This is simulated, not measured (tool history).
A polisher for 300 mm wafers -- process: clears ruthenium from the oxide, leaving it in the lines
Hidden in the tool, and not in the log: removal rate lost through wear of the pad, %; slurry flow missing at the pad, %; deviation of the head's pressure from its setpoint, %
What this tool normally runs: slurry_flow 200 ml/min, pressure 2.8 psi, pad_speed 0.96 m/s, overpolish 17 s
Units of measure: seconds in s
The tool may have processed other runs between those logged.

run,hour,slurry_flow,pressure,pad_speed,overpolish,wafers since the last listed run,wafers polished on this pad,hours since the slurry nozzle was cleaned,hours since the head pressure was calibrated,"incoming thickness of the incoming film, nm",seconds
1,0,200,2.8,0.96,20,0,2018,382.5,254,176.9,144.3
2,37.6,200,2.8,0.96,20,380,2399,420.1,291.6,177.8,144.7
# hour 99: slurry nozzle cleaned
3,131.5,200,2.8,0.96,20,941,3340,32.5,385.5,178.5,142.5
# hour 154.8: worn pad replaced by a new one
4,222.2,200,2.8,0.96,9,878,683,123.2,476.2,180.1,133.3
5,288.5,200,2.8,0.96,17,671,1354,189.5,542.5,176.1,133.9
6,394.7,200,2.8,0.96,17,1075,2430,295.7,648.7,183.9,147.2
# hour 445.7: head pressure recalibrated
7,474.2,200,2.8,0.82,17,785,3215,375.2,28.5,177.2,173.1
# hour 532.1: worn pad replaced by a new one
# hour 562.2: slurry nozzle cleaned
8,581.2,200,2.8,0.82,17,1033,487,19,135.5,182.8,152.2
9,678.1,200,2.8,1.08,17,981,1469,115.9,232.4,180.9,122.5
# hour 920.7: worn pad replaced by a new one
10,994.1,200,2.8,1.08,17,3160,743,431.9,548.4,179.8,122.3
11,1034.2,180,2.8,0.96,10,406,1149,472,588.5,180.2,145.7
# hour 1038: slurry nozzle cleaned
12,1071.3,200,2.8,0.96,17,365,1515,33.3,625.6,180.3,135.9
13,1110.9,200,3.7,0.96,9,401,1916,72.9,665.2,183.6,106.3

Expected results for the next run?
14,1218.9,165,2,0.96,17,1094,3010,180.9,773.2,183.5,?

Run 14 gave seconds 211.8 s.
Were there no unlogged condition in the tool, this run, its random variation unchanged, would have produced seconds 182.7 s.
